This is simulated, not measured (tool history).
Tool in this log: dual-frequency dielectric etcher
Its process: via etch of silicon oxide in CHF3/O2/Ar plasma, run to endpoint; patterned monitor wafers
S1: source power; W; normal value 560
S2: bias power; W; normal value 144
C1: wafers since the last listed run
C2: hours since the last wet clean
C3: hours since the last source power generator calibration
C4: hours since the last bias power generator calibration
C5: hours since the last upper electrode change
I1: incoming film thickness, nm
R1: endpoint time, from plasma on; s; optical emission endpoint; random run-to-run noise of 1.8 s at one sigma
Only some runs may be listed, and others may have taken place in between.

run	day	S1	S2	C1	C2	C3	C4	C5	I1	R1
1	0	560	144	0	517.7	3989.5	790.5	4181.8	663.5	329.8
# day 2.979: wet clean of the chamber
2	3	560	144	224	0.5	4061.5	862.5	4253.8	665.7	330.2
3	6.517	560	144	394	84.9	4145.9	946.9	4338.2	658.6	330.9
4	8.633	560	144	237	135.7	4196.7	997.7	4389	662.2	330.7
5	11.525	560	144	324	205.1	4266.1	1067.1	4458.4	658.1	332.5
6	13.179	560	144	185	244.8	4305.8	1106.8	4498.1	664.2	333.8
7	17.25	560	131	457	342.5	4403.5	1204.5	4595.8	660.6	346.7
8	20.146	560	131	325	412	4473	1274	4665.3	667.7	346.6
9	23.792	560	131	409	499.5	4560.5	1361.5	4752.8	664.5	347.8
10	27.2	560	130	382	581.3	4642.3	1443.3	4834.6	668.7	347.3
# day 29.504: wet clean of the chamber
11	29.525	560	167	148	0.5	4698.1	1499.1	4890.4	655.6	316.3
12	31.554	560	167	227	49.2	4746.8	1547.8	4939.1	665.7	317.5
# day 33.904: source power generator calibrated
# day 34.771: bias power generator calibrated
13	35.392	560	144	393	141.3	35.7	14.9	5031.2	661.8	325.6
14	37.579	520	114	245	193.8	88.2	67.4	5083.7	662.8	365.3
15	40.2	560	178	294	256.7	151.1	130.3	5146.6	661.4	302
# day 44.579: upper electrode replaced
16	45.15	600	122	443	375.5	269.9	249.1	13.7	668.3	342.9
17	48.454	680	113	371	454.8	349.2	328.4	93	658.1	333.2
18	50.762	560	144	259	510.2	404.6	383.8	148.4	657.3	325.2
19	53.354	500	158	291	572.4	466.8	446	210.6	662.2	330.1
20	55.783	610	179	272	630.7	525.1	504.3	268.9	663.8	300.8
# day 57.95: wet clean of the chamber
21	57.971	560	111	133	0.5	577.6	556.8	321.4	667.2	366.6
22	59.258	480	114	144	31.4	608.5	587.7	352.3	658.5	376.2
23	61.475	560	144	248	84.6	661.7	640.9	405.5	662.6	335.7
24	63.167	500	144	189	125.2	702.3	681.5	446.1	667.9	344.1
25	69.946	470	118	761	287.9	865	844.2	608.8	659.3	375.6
26	73.642	500	144	415	376.6	953.7	932.9	697.5	659.4	340.7

Each row is a separate what-if for the run after 26, all from the same tool condition, not one after another. Results?
A	73.662	560	173	2	377.1	954.2	933.4	698	657.8	?
B	73.662	500	113	2	377.1	954.2	933.4	698	657.8	?
C	73.662	520	144	2	377.1	954.2	933.4	698	657.8	?
D	73.662	510	117	2	377.1	954.2	933.4	698	657.8	?
E	73.662	630	169	2	377.1	954.2	933.4	698	657.8	?

run	R1
A	312.1
B	376.7
C	341.3
D	369.8
E	303.7
What these runs would have given with no unlogged condition in the tool:
run	R1
A	306.5
B	370.5
C	335.4
D	363.7
E	298.2

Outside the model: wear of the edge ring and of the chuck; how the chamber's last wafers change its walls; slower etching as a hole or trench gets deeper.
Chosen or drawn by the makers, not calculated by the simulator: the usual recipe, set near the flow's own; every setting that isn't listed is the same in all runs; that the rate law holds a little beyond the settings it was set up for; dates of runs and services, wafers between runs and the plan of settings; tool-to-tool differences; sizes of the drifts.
